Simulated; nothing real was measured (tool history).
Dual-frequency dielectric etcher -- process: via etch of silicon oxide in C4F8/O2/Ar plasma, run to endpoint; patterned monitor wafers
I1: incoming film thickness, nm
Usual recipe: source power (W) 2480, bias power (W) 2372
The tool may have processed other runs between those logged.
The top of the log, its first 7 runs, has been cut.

run 8 hour=70.1 | source_power_(W)=2060 bias_power_(W)=2037 | I1=1768.7 | endpoint_time_(s)=379
run 9 hour=82.5 | source_power_(W)=2060 bias_power_(W)=2037 | I1=1772.5 | endpoint_time_(s)=375.9
run 10 hour=90.5 | source_power_(W)=2140 bias_power_(W)=2372 | I1=1766.2 | endpoint_time_(s)=351.1
run 11 hour=97.6 | source_power_(W)=2480 bias_power_(W)=2782 | I1=1749.8 | endpoint_time_(s)=302.3
run 12 hour=113.5 | source_power_(W)=2480 bias_power_(W)=2782 | I1=1760.8 | endpoint_time_(s)=305.4
run 13 hour=130.8 | source_power_(W)=2480 bias_power_(W)=2782 | I1=1765.1 | endpoint_time_(s)=305.2
run 14 hour=144.7 | source_power_(W)=2480 bias_power_(W)=2779 | I1=1780.7 | endpoint_time_(s)=306.3
run 15 hour=151.4 | source_power_(W)=2480 bias_power_(W)=2779 | I1=1759.9 | endpoint_time_(s)=304.4
run 16 hour=159 | source_power_(W)=2140 bias_power_(W)=2922 | I1=1763.9 | endpoint_time_(s)=330.3
-- hour=165.7 source power generator calibrated
-- hour=187.2 bias power generator calibrated
-- hour=188.6 upper electrode replaced
run 17 hour=189.1 | source_power_(W)=2730 bias_power_(W)=2372 | I1=1761.1 | endpoint_time_(s)=304.8
run 18 hour=189.5 | source_power_(W)=2480 bias_power_(W)=2782 | I1=1769.8 | endpoint_time_(s)=306.4
run 19 hour=195.5 | source_power_(W)=2290 bias_power_(W)=1875 | I1=1768.1 | endpoint_time_(s)=363.5
run 20 hour=209 | source_power_(W)=2480 bias_power_(W)=2372 | I1=1759.8 | endpoint_time_(s)=321.3
run 21 hour=216.1 | source_power_(W)=2250 bias_power_(W)=1975 | I1=1747.5 | endpoint_time_(s)=358.3
-- hour=247.9 wet clean of the chamber
run 22 hour=248.4 | source_power_(W)=2130 bias_power_(W)=2122 | I1=1762.7 | endpoint_time_(s)=359.3
run 23 hour=248.9 | source_power_(W)=2480 bias_power_(W)=2154 | I1=1772.9 | endpoint_time_(s)=324.9
run 24 hour=259.5 | source_power_(W)=2480 bias_power_(W)=2372 | I1=1746.4 | endpoint_time_(s)=313.1
run 25 hour=267.1 | source_power_(W)=2070 bias_power_(W)=2120 | I1=1743.5 | endpoint_time_(s)=360
run 26 hour=279.8 | source_power_(W)=2250 bias_power_(W)=2920 | I1=1762.5 | endpoint_time_(s)=314.3
run 27 hour=285.9 | source_power_(W)=2180 bias_power_(W)=2524 | I1=1760 | endpoint_time_(s)=336.2
run 28 hour=292.5 | source_power_(W)=2270 bias_power_(W)=2933 | I1=1763 | endpoint_time_(s)=311.6
run 29 hour=300 | source_power_(W)=2960 bias_power_(W)=1889 | I1=1761.5 | endpoint_time_(s)=304.4
run 30 hour=313.5 | source_power_(W)=2870 bias_power_(W)=2684 | I1=1776.8 | endpoint_time_(s)=281.7

5 options for the next run, each taken on its own from the tool as it stands now. Forecast them:
run A hour=314 | source_power_(W)=2010 bias_power_(W)=2372 | I1=1776.2 | endpoint_time_(s)=?
run B hour=314 | source_power_(W)=3020 bias_power_(W)=2793 | I1=1776.2 | endpoint_time_(s)=?
run C hour=314 | source_power_(W)=2800 bias_power_(W)=2612 | I1=1776.2 | endpoint_time_(s)=?
run D hour=314 | source_power_(W)=2640 bias_power_(W)=2150 | I1=1776.2 | endpoint_time_(s)=?
run E hour=314 | source_power_(W)=2710 bias_power_(W)=2197 | I1=1776.2 | endpoint_time_(s)=?

run=A endpoint_time_(s)=365
run=B endpoint_time_(s)=271.3
run=C endpoint_time_(s)=288.8
run=D endpoint_time_(s)=316.3
run=E endpoint_time_(s)=309.5
Had the tool no hidden state, the same runs would have come out as:
run=A endpoint_time_(s)=362.8
run=B endpoint_time_(s)=269.7
run=C endpoint_time_(s)=287.1
run=D endpoint_time_(s)=314.4
run=E endpoint_time_(s)=307.7
